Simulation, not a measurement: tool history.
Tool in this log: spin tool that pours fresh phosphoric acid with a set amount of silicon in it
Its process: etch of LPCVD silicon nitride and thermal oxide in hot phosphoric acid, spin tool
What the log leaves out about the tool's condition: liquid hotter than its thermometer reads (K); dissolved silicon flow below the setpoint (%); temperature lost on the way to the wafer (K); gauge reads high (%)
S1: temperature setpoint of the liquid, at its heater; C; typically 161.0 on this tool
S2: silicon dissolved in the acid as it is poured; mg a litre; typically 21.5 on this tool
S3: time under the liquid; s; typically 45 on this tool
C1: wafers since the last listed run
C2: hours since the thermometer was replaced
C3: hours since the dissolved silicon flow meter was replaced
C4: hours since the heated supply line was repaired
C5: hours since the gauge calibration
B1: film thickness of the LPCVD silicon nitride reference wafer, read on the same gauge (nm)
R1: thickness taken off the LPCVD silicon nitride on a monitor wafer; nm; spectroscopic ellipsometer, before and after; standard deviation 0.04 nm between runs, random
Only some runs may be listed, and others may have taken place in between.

run 1 hour=0.0 | S1=161.0 S2=21.5 S3=45 | C1=0 C2=177.3 C3=270.0 C4=3768.4 C5=930.9 | B1=49.996 | R1=4.143
run 2 hour=35.6 | S1=162.0 S2=21.5 S3=45 | C1=688 C2=212.9 C3=305.6 C4=3804.0 C5=966.5 | B1=50.069 | R1=4.251
-- hour=41.4 heated supply line repaired
run 3 hour=68.3 | S1=163.0 S2=21.5 S3=55 | C1=613 C2=245.6 C3=338.3 C4=26.9 C5=999.2 | B1=50.017 | R1=5.303
run 4 hour=99.4 | S1=163.5 S2=38.5 S3=60 | C1=601 C2=276.7 C3=369.4 C4=58.0 C5=1030.3 | B1=50.019 | R1=5.940
run 5 hour=115.8 | S1=159.0 S2=8.0 S3=55 | C1=317 C2=293.1 C3=385.8 C4=74.4 C5=1046.7 | B1=50.044 | R1=4.748
run 6 hour=138.8 | S1=161.0 S2=21.5 S3=35 | C1=444 C2=316.1 C3=408.8 C4=97.4 C5=1069.7 | B1=49.969 | R1=3.266
run 7 hour=164.7 | S1=159.5 S2=21.5 S3=45 | C1=500 C2=342.0 C3=434.7 C4=123.3 C5=1095.6 | B1=49.969 | R1=3.929
run 8 hour=192.8 | S1=161.0 S2=31.5 S3=45 | C1=543 C2=370.1 C3=462.8 C4=151.4 C5=1123.7 | B1=50.009 | R1=4.161
-- hour=207.8 gauge calibrated
run 9 hour=222.0 | S1=163.0 S2=21.5 S3=30 | C1=564 C2=399.3 C3=492.0 C4=180.6 C5=14.2 | B1=50.005 | R1=2.942
-- hour=250.9 dissolved silicon flow meter replaced
run 10 hour=261.7 | S1=158.5 S2=21.5 S3=40 | C1=748 C2=439.0 C3=10.8 C4=220.3 C5=53.9 | B1=49.994 | R1=3.408
run 11 hour=285.0 | S1=159.0 S2=21.5 S3=45 | C1=450 C2=462.3 C3=34.1 C4=243.6 C5=77.2 | B1=50.009 | R1=3.957
run 12 hour=317.2 | S1=161.0 S2=21.5 S3=45 | C1=622 C2=494.5 C3=66.3 C4=275.8 C5=109.4 | B1=49.965 | R1=4.222
run 13 hour=351.7 | S1=161.0 S2=21.5 S3=40 | C1=667 C2=529.0 C3=100.8 C4=310.3 C5=143.9 | B1=50.027 | R1=3.782
run 14 hour=375.3 | S1=159.5 S2=30.0 S3=70 | C1=456 C2=552.6 C3=124.4 C4=333.9 C5=167.5 | B1=50.007 | R1=6.161
run 15 hour=402.1 | S1=162.5 S2=28.5 S3=55 | C1=518 C2=579.4 C3=151.2 C4=360.7 C5=194.3 | B1=50.011 | R1=5.377
run 16 hour=423.6 | S1=158.5 S2=33.0 S3=25 | C1=415 C2=600.9 C3=172.7 C4=382.2 C5=215.8 | B1=50.002 | R1=2.160
-- hour=464.6 thermometer replaced
run 17 hour=517.2 | S1=161.0 S2=31.0 S3=55 | C1=1791 C2=52.6 C3=266.3 C4=475.8 C5=309.4 | B1=50.006 | R1=4.992
run 18 hour=533.8 | S1=161.0 S2=21.5 S3=45 | C1=321 C2=69.2 C3=282.9 C4=492.4 C5=326.0 | B1=49.991 | R1=4.038
run 19 hour=557.3 | S1=161.0 S2=21.5 S3=25 | C1=454 C2=92.7 C3=306.4 C4=515.9 C5=349.5 | B1=49.996 | R1=2.235
run 20 hour=576.1 | S1=164.0 S2=14.5 S3=25 | C1=363 C2=111.5 C3=325.2 C4=534.7 C5=368.3 | B1=49.967 | R1=2.510
run 21 hour=602.0 | S1=158.5 S2=33.0 S3=25 | C1=500 C2=137.4 C3=351.1 C4=560.6 C5=394.2 | B1=50.001 | R1=2.089
run 22 hour=619.0 | S1=158.5 S2=21.5 S3=65 | C1=328 C2=154.4 C3=368.1 C4=577.6 C5=411.2 | B1=49.966 | R1=5.446

Here are 4 independent what-if runs from the current tool condition. What would each one return?
run A hour=619.4 | S1=161.0 S2=15.5 S3=45 | C1=7 C2=154.8 C3=368.5 C4=578.0 C5=411.6 | B1=? | R1=?
run B hour=619.4 | S1=163.5 S2=21.5 S3=55 | C1=7 C2=154.8 C3=368.5 C4=578.0 C5=411.6 | B1=? | R1=?
run C hour=619.4 | S1=162.5 S2=13.5 S3=25 | C1=7 C2=154.8 C3=368.5 C4=578.0 C5=411.6 | B1=? | R1=?
run D hour=619.4 | S1=164.0 S2=21.5 S3=25 | C1=7 C2=154.8 C3=368.5 C4=578.0 C5=411.6 | B1=? | R1=?

run=A B1=50.022 R1=4.064
run=B B1=50.022 R1=5.397
run=C B1=50.022 R1=2.373
run=D B1=50.022 R1=2.494
Take away the tool's hidden state, keep each run's random variation, and the runs would have read:
run=A R1=4.025
run=B R1=5.345
run=C R1=2.351
run=D R1=2.470
